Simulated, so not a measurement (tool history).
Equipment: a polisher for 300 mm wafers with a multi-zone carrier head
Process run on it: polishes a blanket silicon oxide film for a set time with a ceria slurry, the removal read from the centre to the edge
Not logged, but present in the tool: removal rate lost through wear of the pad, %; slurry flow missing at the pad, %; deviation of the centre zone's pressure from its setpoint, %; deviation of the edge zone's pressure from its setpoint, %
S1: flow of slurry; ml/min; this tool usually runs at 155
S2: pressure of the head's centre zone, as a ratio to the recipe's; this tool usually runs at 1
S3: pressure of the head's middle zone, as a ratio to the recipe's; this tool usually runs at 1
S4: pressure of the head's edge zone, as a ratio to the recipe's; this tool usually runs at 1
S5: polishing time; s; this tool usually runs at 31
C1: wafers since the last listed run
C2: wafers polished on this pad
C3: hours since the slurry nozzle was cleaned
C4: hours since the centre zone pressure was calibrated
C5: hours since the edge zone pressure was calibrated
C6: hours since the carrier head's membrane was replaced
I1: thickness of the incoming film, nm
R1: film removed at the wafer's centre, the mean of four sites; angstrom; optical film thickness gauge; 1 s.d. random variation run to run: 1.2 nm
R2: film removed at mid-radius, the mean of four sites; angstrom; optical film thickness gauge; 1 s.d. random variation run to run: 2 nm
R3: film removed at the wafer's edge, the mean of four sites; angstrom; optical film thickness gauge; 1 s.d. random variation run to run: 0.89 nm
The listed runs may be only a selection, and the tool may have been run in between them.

| run | hour | S1 | S2 | S3 | S4 | S5 | C1 | C2 | C3 | C4 | C5 | C6 | I1 | R1 | R2 | R3 |
|---|---|---|---|---|---|---|---|---|---|---|---|---|---|---|---|---|
| 1 | 0 | 120 | 1 | 1 | 1 | 31 | 0 | 2130 | 112.4 | 1027.4 | 146.4 | 349.3 | 1434.5 | 1390 | 1326 | 1361 |
| 2 | 27.9 | 155 | 1 | 1 | 1 | 31 | 478 | 2608 | 140.3 | 1055.3 | 174.3 | 377.2 | 1440.8 | 1496 | 1423 | 1416 |
| 3 | 55.9 | 155 | 1 | 1 | 1 | 31 | 480 | 3089 | 168.3 | 1083.3 | 202.3 | 405.2 | 1428.3 | 1486 | 1416 | 1392 |
| 4 | 82 | 155 | 0.92 | 1 | 1 | 20 | 447 | 3536 | 194.4 | 1109.4 | 228.4 | 431.3 | 1417.5 | 885 | 908 | 902 |
| 5 | 162.7 | 155 | 1.07 | 1 | 1 | 31 | 1384 | 4921 | 275.1 | 1190.1 | 309.1 | 512 | 1416.7 | 1562 | 1412 | 1384 |
|  | 183.8 | worn pad replaced by a new one |
|  | 215.2 | edge zone pressure recalibrated |
| 6 | 224.6 | 155 | 1 | 1 | 1 | 31 | 959 | 666 | 337 | 1252 | 9.4 | 573.9 | 1441.5 | 1470 | 1397 | 1397 |
| 7 | 252.7 | 155 | 1 | 1 | 1 | 31 | 482 | 1148 | 365.1 | 1280.1 | 37.5 | 602 | 1425.5 | 1458 | 1378 | 1384 |
| 8 | 279.8 | 170 | 1 | 1 | 1 | 31 | 464 | 1613 | 392.2 | 1307.2 | 64.6 | 629.1 | 1446.9 | 1506 | 1408 | 1392 |
| 9 | 307.9 | 195 | 1 | 1 | 1 | 31 | 482 | 2095 | 420.3 | 1335.3 | 92.7 | 657.2 | 1424.3 | 1530 | 1453 | 1439 |
|  | 343.5 | slurry nozzle cleaned |
|  | 344.4 | centre zone pressure recalibrated |
| 10 | 351.7 | 155 | 1 | 0.89 | 0.94 | 31 | 720 | 2815 | 8.2 | 7.3 | 136.5 | 701 | 1431 | 1434 | 1317 | 1391 |
| 11 | 395.7 | 155 | 1 | 1 | 1 | 31 | 754 | 3570 | 52.2 | 51.3 | 180.5 | 745 | 1459.1 | 1432 | 1469 | 1444 |
| 12 | 450.7 | 155 | 1 | 1 | 1 | 31 | 943 | 4513 | 107.2 | 106.3 | 235.5 | 800 | 1434.8 | 1423 | 1443 | 1422 |
| 13 | 481.2 | 115 | 1 | 0.94 | 1.1 | 31 | 523 | 5037 | 137.7 | 136.8 | 266 | 830.5 | 1438.5 | 1282 | 1269 | 1396 |
|  | 523.4 | worn pad replaced by a new one |
| 14 | 523.9 | 105 | 1 | 1 | 1 | 31 | 663 | 8 | 180.4 | 179.5 | 308.7 | 873.2 | 1444.8 | 1242 | 1268 | 1310 |
| 15 | 576.5 | 155 | 1.11 | 1.09 | 1.07 | 31 | 902 | 910 | 233 | 232.1 | 361.3 | 925.8 | 1438 | 1569 | 1458 | 1447 |
|  | 598.2 | edge zone pressure recalibrated |
| 16 | 627.4 | 155 | 1 | 1 | 0.9 | 31 | 838 | 1749 | 283.9 | 283 | 29.2 | 976.7 | 1410 | 1389 | 1415 | 1327 |
| 17 | 662.8 | 155 | 1.06 | 1 | 0.95 | 31 | 607 | 2356 | 319.3 | 318.4 | 64.6 | 1012.1 | 1415.7 | 1472 | 1382 | 1350 |
| 18 | 701.7 | 155 | 1.07 | 1 | 1 | 27 | 667 | 3024 | 358.2 | 357.3 | 103.5 | 1051 | 1419.8 | 1278 | 1219 | 1212 |
|  | 705.7 | slurry nozzle cleaned |
| 19 | 729 | 155 | 1.08 | 1 | 1 | 36 | 451 | 3475 | 23.3 | 384.6 | 130.8 | 1078.3 | 1430.6 | 1849 | 1665 | 1657 |
| 20 | 770.5 | 155 | 0.96 | 1.1 | 1 | 31 | 712 | 4187 | 64.8 | 426.1 | 172.3 | 1119.8 | 1421.2 | 1397 | 1571 | 1438 |
| 21 | 796.6 | 155 | 1 | 1 | 1 | 31 | 447 | 4635 | 90.9 | 452.2 | 198.4 | 1145.9 | 1445.5 | 1447 | 1441 | 1421 |
| 22 | 834.7 | 105 | 0.91 | 0.97 | 1.03 | 31 | 653 | 5289 | 129 | 490.3 | 236.5 | 1184 | 1414.6 | 1169 | 1261 | 1341 |
|  | 849.3 | worn pad replaced by a new one |
| 23 | 902.2 | 155 | 0.96 | 1.05 | 1 | 31 | 1089 | 908 | 196.5 | 557.8 | 304 | 1251.5 | 1428.3 | 1369 | 1472 | 1397 |

Each row is a separate what-if for the run after 23, all from the same tool condition, not one after another. Results?
| A | 902.6 | 155 | 1 | 1 | 1 | 31 | 6 | 915 | 196.9 | 558.2 | 304.4 | 1251.9 | 1409.4 | ? | ? | ? |
| B | 902.6 | 205 | 1.12 | 1 | 1 | 31 | 6 | 915 | 196.9 | 558.2 | 304.4 | 1251.9 | 1409.4 | ? | ? | ? |
| C | 902.6 | 155 | 1 | 1.04 | 1 | 36 | 6 | 915 | 196.9 | 558.2 | 304.4 | 1251.9 | 1409.4 | ? | ? | ? |

| run | R1 | R2 | R3 |
|---|---|---|---|
| A | 1441 | 1396 | 1410 |
| B | 1719 | 1475 | 1467 |
| C | 1674 | 1676 | 1636 |
What these runs would have given with no unlogged condition in the tool:
| run | R1 | R2 | R3 |
|---|---|---|---|
| A | 1474 | 1434 | 1437 |
| B | 1745 | 1504 | 1489 |
| C | 1712 | 1721 | 1668 |
